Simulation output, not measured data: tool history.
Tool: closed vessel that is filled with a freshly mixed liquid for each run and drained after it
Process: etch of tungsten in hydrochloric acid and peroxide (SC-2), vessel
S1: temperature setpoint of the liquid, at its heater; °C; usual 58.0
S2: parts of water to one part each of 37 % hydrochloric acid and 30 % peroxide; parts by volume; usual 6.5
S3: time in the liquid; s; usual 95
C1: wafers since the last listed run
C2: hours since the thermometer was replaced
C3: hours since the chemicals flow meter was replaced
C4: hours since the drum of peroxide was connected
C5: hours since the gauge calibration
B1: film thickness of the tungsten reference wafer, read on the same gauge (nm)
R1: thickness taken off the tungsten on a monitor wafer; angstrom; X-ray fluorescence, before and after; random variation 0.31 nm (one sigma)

run,hour,S1,S2,S3,C1,C2,C3,C4,C5,B1,R1
1,0.0,58.0,6.5,95,0,2331.5,1576.0,1232.0,476.5,80.01,316.3
2,43.5,58.0,6.5,95,2648,2375.0,1619.5,1275.5,520.0,79.98,316.6
3,111.2,58.0,6.5,95,4122,2442.7,1687.2,1343.2,587.7,80.03,316.5
4,173.3,58.0,6.5,95,3781,2504.8,1749.3,1405.3,649.8,79.99,313.2
5,242.4,58.0,5.5,95,4207,2573.9,1818.4,1474.4,718.9,80.00,353.7
# hour 259.1: new drum of peroxide connected
# hour 315.8: gauge calibrated
6,408.0,58.0,6.5,95,10023,2739.5,1984.0,148.9,92.2,80.00,337.3
7,462.1,58.0,6.5,95,3294,2793.6,2038.1,203.0,146.3,80.00,339.7
# hour 506.8: thermometer replaced
8,524.9,58.0,6.5,95,3763,18.1,2100.9,265.8,209.1,80.00,336.9
9,588.7,58.0,9.5,110,3885,81.9,2164.7,329.6,272.9,80.00,287.7
10,621.2,58.0,6.5,95,1979,114.4,2197.2,362.1,305.4,80.00,337.0
# hour 629.1: chemicals flow meter replaced
11,691.6,58.0,5.0,145,4226,184.8,62.5,432.5,375.8,79.99,621.7
12,741.8,58.0,5.5,95,3056,235.0,112.7,482.7,426.0,80.01,375.6
13,773.0,55.0,5.5,55,1899,266.2,143.9,513.9,457.2,80.00,181.4
14,798.4,58.0,5.0,140,1546,291.6,169.3,539.3,482.6,80.00,588.1
15,857.3,63.0,6.5,130,3586,350.5,228.2,598.2,541.5,80.01,623.5

Hidden state at the last listed run before each entry between runs and at the first one after, where it differs:
Between runs 5 and 6: new drum of peroxide connected (hour 259.1); gauge calibrated (hour 315.8)
  peroxide weaker than its label (%): 9.23 -> 0.966
  measured less the result without the state, R1: -31.2 -> -2.9 angstrom
Between runs 7 and 8: thermometer replaced (hour 506.8)
  peroxide weaker than its label (%): 1.26 -> 1.6
  measured less the result without the state, R1: -3.8 -> -4.8 angstrom
Between runs 10 and 11: chemicals flow meter replaced (hour 629.1)
  peroxide weaker than its label (%): 2.13 -> 2.52
  measured less the result without the state, R1: -6.5 -> -13.7 angstrom
